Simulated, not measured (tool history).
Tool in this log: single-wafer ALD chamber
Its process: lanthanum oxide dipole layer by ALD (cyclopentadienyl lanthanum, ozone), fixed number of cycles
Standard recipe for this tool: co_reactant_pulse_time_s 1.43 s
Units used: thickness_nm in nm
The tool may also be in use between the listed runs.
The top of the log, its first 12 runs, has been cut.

| run | hour | co_reactant_pulse_time_s | read-back reference wafer on the same gauge, thickness_nm | thickness_nm |
|---|---|---|---|---|
| 13 | 891.9 | 1.04 | 0.516 | 0.513 |
|  | 906.0 | showerhead replaced |
| 14 | 939.0 | 1.14 | 0.516 | 0.528 |
| 15 | 982.4 | 1.15 | 0.516 | 0.521 |
|  | 1028.9 | thermocouple changed; heater temperature recalibrated |
| 16 | 1065.7 | 1.43 | 0.516 | 0.540 |
| 17 | 1102.4 | 1.05 | 0.517 | 0.506 |
| 18 | 1141.2 | 1.71 | 0.517 | 0.551 |
| 19 | 1238.8 | 0.86 | 0.516 | 0.478 |
| 20 | 1351.1 | 1.11 | 0.516 | 0.504 |
| 21 | 1437.0 | 1.43 | 0.515 | 0.529 |
| 22 | 1511.0 | 1.73 | 0.516 | 0.543 |
|  | 1544.9 | ozone generator serviced |
| 23 | 1577.6 | 1.82 | 0.516 | 0.558 |
| 24 | 1625.6 | 1.69 | 0.516 | 0.555 |
| 25 | 1662.1 | 1.94 | 0.516 | 0.559 |
| 26 | 1774.7 | 0.93 | 0.517 | 0.500 |
| 27 | 1823.2 | 1.26 | 0.516 | 0.531 |
| 28 | 1873.3 | 1.43 | 0.516 | 0.543 |
|  | 1892.0 | gauge calibrated |
| 29 | 1947.4 | 1.97 | 0.516 | 0.559 |
| 30 | 1992.7 | 1.59 | 0.515 | 0.548 |
| 31 | 2071.2 | 1.10 | 0.515 | 0.510 |
| 32 | 2173.7 | 0.88 | 0.516 | 0.480 |
| 33 | 2215.5 | 1.58 | 0.516 | 0.542 |
|  | 2346.4 | ozone generator serviced |
| 34 | 2457.8 | 0.89 | 0.516 | 0.498 |
| 35 | 2544.9 | 1.43 | 0.516 | 0.545 |

Below are 3 alternative next runs, each starting from the tool's condition after run 35. Predict each:
| A | 2545.3 | 1.43 | ? | ? |
| B | 2545.3 | 1.27 | ? | ? |
| C | 2545.3 | 1.68 | ? | ? |

| run | read-back reference wafer on the same gauge, thickness_nm | thickness_nm |
|---|---|---|
| A | 0.516 | 0.544 |
| B | 0.516 | 0.534 |
| C | 0.516 | 0.555 |
Without the tool's unlogged condition, the same runs would have read:
| run | thickness_nm |
|---|---|
| A | 0.546 |
| B | 0.536 |
| C | 0.556 |
